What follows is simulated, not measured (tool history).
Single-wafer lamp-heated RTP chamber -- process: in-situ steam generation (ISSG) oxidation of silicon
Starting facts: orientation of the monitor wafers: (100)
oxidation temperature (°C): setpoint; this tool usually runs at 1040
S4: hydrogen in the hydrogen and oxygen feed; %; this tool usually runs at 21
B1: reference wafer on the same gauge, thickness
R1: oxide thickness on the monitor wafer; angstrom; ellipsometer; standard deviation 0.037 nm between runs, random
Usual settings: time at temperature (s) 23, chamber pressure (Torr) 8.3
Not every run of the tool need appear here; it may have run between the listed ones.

{"run": 1, "day": 0.0, "oxidation temperature (°C)": 1029, "time at temperature (s)": 23, "chamber pressure (Torr)": 8.3, "S4": 21, "B1": 6.925, "R1": 63.88}
{"run": 2, "day": 1.171, "oxidation temperature (°C)": 1029, "time at temperature (s)": 23, "chamber pressure (Torr)": 8.3, "S4": 21, "B1": 6.946, "R1": 63.95}
{"run": 3, "day": 1.779, "oxidation temperature (°C)": 1029, "time at temperature (s)": 23, "chamber pressure (Torr)": 8.3, "S4": 21, "B1": 6.932, "R1": 63.9}
{"day": 2.421, "done": "pressure gauge zeroed"}
{"day": 2.596, "done": "hydrogen flow controller replaced"}
{"run": 4, "day": 2.612, "oxidation temperature (°C)": 1051, "time at temperature (s)": 23, "chamber pressure (Torr)": 8.3, "S4": 21, "B1": 6.924, "R1": 71.6}
{"run": 5, "day": 3.888, "oxidation temperature (°C)": 1051, "time at temperature (s)": 23, "chamber pressure (Torr)": 8.3, "S4": 21, "B1": 6.933, "R1": 71.79}
{"run": 6, "day": 4.946, "oxidation temperature (°C)": 1051, "time at temperature (s)": 23, "chamber pressure (Torr)": 8.3, "S4": 21, "B1": 6.914, "R1": 71.61}
{"run": 7, "day": 6.238, "oxidation temperature (°C)": 1040, "time at temperature (s)": 23, "chamber pressure (Torr)": 8.3, "S4": 21, "B1": 6.918, "R1": 67.55}
{"run": 8, "day": 7.512, "oxidation temperature (°C)": 1040, "time at temperature (s)": 23, "chamber pressure (Torr)": 8.3, "S4": 21, "B1": 6.926, "R1": 67.75}
{"run": 9, "day": 8.983, "oxidation temperature (°C)": 1040, "time at temperature (s)": 23, "chamber pressure (Torr)": 8.3, "S4": 21, "B1": 6.928, "R1": 67.57}
{"run": 10, "day": 9.642, "oxidation temperature (°C)": 1040, "time at temperature (s)": 23, "chamber pressure (Torr)": 8.3, "S4": 21, "B1": 6.917, "R1": 67.79}
{"day": 10.346, "done": "pyrometer window cleaned and pyrometer calibrated"}
{"run": 11, "day": 11.088, "oxidation temperature (°C)": 1040, "time at temperature (s)": 23, "chamber pressure (Torr)": 9.7, "S4": 27, "B1": 6.931, "R1": 70.31}
{"run": 12, "day": 11.942, "oxidation temperature (°C)": 1040, "time at temperature (s)": 23, "chamber pressure (Torr)": 7.9, "S4": 21, "B1": 6.943, "R1": 67.9}
{"run": 13, "day": 12.862, "oxidation temperature (°C)": 1040, "time at temperature (s)": 27, "chamber pressure (Torr)": 8.3, "S4": 21, "B1": 6.926, "R1": 74.18}
{"run": 14, "day": 13.858, "oxidation temperature (°C)": 1040, "time at temperature (s)": 23, "chamber pressure (Torr)": 8.3, "S4": 21, "B1": 6.934, "R1": 67.17}
{"run": 15, "day": 14.738, "oxidation temperature (°C)": 1040, "time at temperature (s)": 23, "chamber pressure (Torr)": 8.3, "S4": 21, "B1": 6.931, "R1": 67.82}

The next listed run, before its measurement:
{"day": 15.362, "done": "gauge calibrated"}
{"run": 16, "day": 16.012, "oxidation temperature (°C)": 1040, "time at temperature (s)": 23, "chamber pressure (Torr)": 8.3, "S4": 21, "B1": "?", "R1": "?"}

Logged for run 16: B1 6.927, R1 67.67 angstrom.
Minus the tool's unlogged condition, the same run would have read R1 67.67 angstrom.

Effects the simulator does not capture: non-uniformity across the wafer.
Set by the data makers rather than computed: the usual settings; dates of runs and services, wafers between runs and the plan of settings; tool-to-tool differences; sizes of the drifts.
